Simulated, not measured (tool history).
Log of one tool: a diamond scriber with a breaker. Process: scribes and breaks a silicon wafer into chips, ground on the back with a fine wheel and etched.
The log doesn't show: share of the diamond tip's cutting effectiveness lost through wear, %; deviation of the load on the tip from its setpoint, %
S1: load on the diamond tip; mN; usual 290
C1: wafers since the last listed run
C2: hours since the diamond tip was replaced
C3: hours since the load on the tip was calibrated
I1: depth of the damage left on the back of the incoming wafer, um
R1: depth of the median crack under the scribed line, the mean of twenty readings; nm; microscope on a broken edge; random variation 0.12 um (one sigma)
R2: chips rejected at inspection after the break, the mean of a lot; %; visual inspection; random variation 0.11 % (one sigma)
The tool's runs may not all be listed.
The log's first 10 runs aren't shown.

Run 11, day 27.767: usual settings but S1 271 mN; C1 95; C2 809.6; C3 337; I1 0.79. Result: R1 6040 nm, R2 7.66 %.
Run 12, day 31.821: usual settings but S1 271 mN; C1 180; C2 906.9; C3 434.3; I1 0.36. Result: R1 5970 nm, R2 9.06 %.
Run 13, day 33.412: usual settings but S1 350 mN; C1 71; C2 945.1; C3 472.5; I1 0.61. Result: R1 6450 nm, R2 2.92 %.
At day 35.483: load on the tip recalibrated.
Run 14, day 35.767: usual settings but S1 238 mN; C1 101; C2 1001.6; C3 6.8; I1 0.48. Result: R1 5480 nm, R2 14.69 %.
Run 15, day 38.783: usual settings but S1 238 mN; C1 134; C2 1074; C3 79.2; I1 0.43. Result: R1 5430 nm, R2 17.05 %.
Run 16, day 41.108: usual settings; C1 103; C2 1129.8; C3 135; I1 0.64. Result: R1 5780 nm, R2 10.12 %.
At day 42.696: diamond tip replaced by a new one, of another model than before.
Run 17, day 43.95: usual settings; C1 123; C2 30.1; C3 203.2; I1 0.74. Result: R1 7030 nm, R2 1.72 %.
Run 18, day 48.079: usual settings; C1 184; C2 129.2; C3 302.3; I1 0.78. Result: R1 7150 nm, R2 1.74 %.
Run 19, day 50.404: usual settings but S1 208 mN; C1 103; C2 185; C3 358.1; I1 0.4. Result: R1 5340 nm, R2 17.79 %.
Run 20, day 53.558: usual settings but S1 376 mN; C1 140; C2 260.7; C3 433.8; I1 0.53. Result: R1 8280 nm, R2 5.91 %.
Run 21, day 58.029: usual settings; C1 199; C2 368; C3 541.1; I1 0.75. Result: R1 6750 nm, R2 2.54 %.
At day 58.908: load on the tip recalibrated.
Run 22, day 66.096: usual settings; C1 356; C2 561.6; C3 172.5; I1 0.32. Result: R1 6530 nm, R2 3.36 %.
Run 23, day 69.867: usual settings but S1 372 mN; C1 168; C2 652.1; C3 263; I1 0.54. Result: R1 7680 nm, R2 2.21 %.
Run 24, day 71.854: usual settings but S1 364 mN; C1 88; C2 699.8; C3 310.7; I1 0.36. Result: R1 7520 nm, R2 1.94 %.
Run 25, day 76.004: usual settings; C1 185; C2 799.4; C3 410.3; I1 0.34. Result: R1 6220 nm, R2 5.7 %.
Run 26, day 80.421: usual settings but S1 340 mN; C1 197; C2 905.4; C3 516.3; I1 0.72. Result: R1 6770 nm, R2 2.29 %.
At day 81.321: load on the tip recalibrated.
Run 27, day 87.967: usual settings but S1 361 mN; C1 333; C2 1086.5; C3 159.5; I1 0.63. Result: R1 6890 nm, R2 2.07 %.
Run 28, day 91.975: usual settings but S1 244 mN; C1 178; C2 1182.7; C3 255.7; I1 0.37. Result: R1 5190 nm, R2 24.94 %.
At day 92.629: diamond tip replaced by a new one.
Run 29, day 96.254: usual settings but S1 321 mN; C1 187; C2 87; C3 358.4; I1 0.6. Result: R1 7420 nm, R2 2.37 %.
Run 30, day 98.446: usual settings but S1 338 mN; C1 97; C2 139.6; C3 411; I1 0.35. Result: R1 7740 nm, R2 3.25 %.
Run 31, day 102.779: usual settings but S1 341 mN; C1 193; C2 243.6; C3 515; I1 0.7. Result: R1 7410 nm, R2 2.86 %.
Run 32, day 104.858: usual settings but S1 259 mN; C1 92; C2 293.5; C3 564.9; I1 0.76. Result: R1 6000 nm, R2 5.94 %.
At day 106.412: load on the tip recalibrated.
Run 33, day 107.712: usual settings but S1 316 mN; C1 123; C2 362; C3 31.2; I1 0.51. Result: R1 7120 nm, R2 1.62 %.
Run 34, day 109.829: usual settings but S1 342 mN; C1 94; C2 412.8; C3 82; I1 0.77. Result: R1 7350 nm, R2 2.02 %.

Forecast each of these 5 alternatives for the next run:
Run A, day 109.858: usual settings but S1 261 mN; C1 1; C2 413.5; C3 82.7; I1 0.33. Result: R1 ?, R2 ?.
Run B, day 109.858: usual settings but S1 256 mN; C1 1; C2 413.5; C3 82.7; I1 0.33. Result: R1 ?, R2 ?.
Run C, day 109.858: usual settings but S1 358 mN; C1 1; C2 413.5; C3 82.7; I1 0.33. Result: R1 ?, R2 ?.
Run D, day 109.858: usual settings but S1 220 mN; C1 1; C2 413.5; C3 82.7; I1 0.33. Result: R1 ?, R2 ?.
Run E, day 109.858: usual settings but S1 353 mN; C1 1; C2 413.5; C3 82.7; I1 0.33. Result: R1 ?, R2 ?.

run    R1     R2
  A  6220   6.21
  B  6130   7.09
  C  7820   2.74
  D  5480  16.35
  E  7740   2.45
Without the tool's hidden state the same runs would have given:
run    R1    R2
  A  6700  2.76
  B  6610  3.24
  C  8430  6.18
  D  5910  9.74
  E  8340   5.6
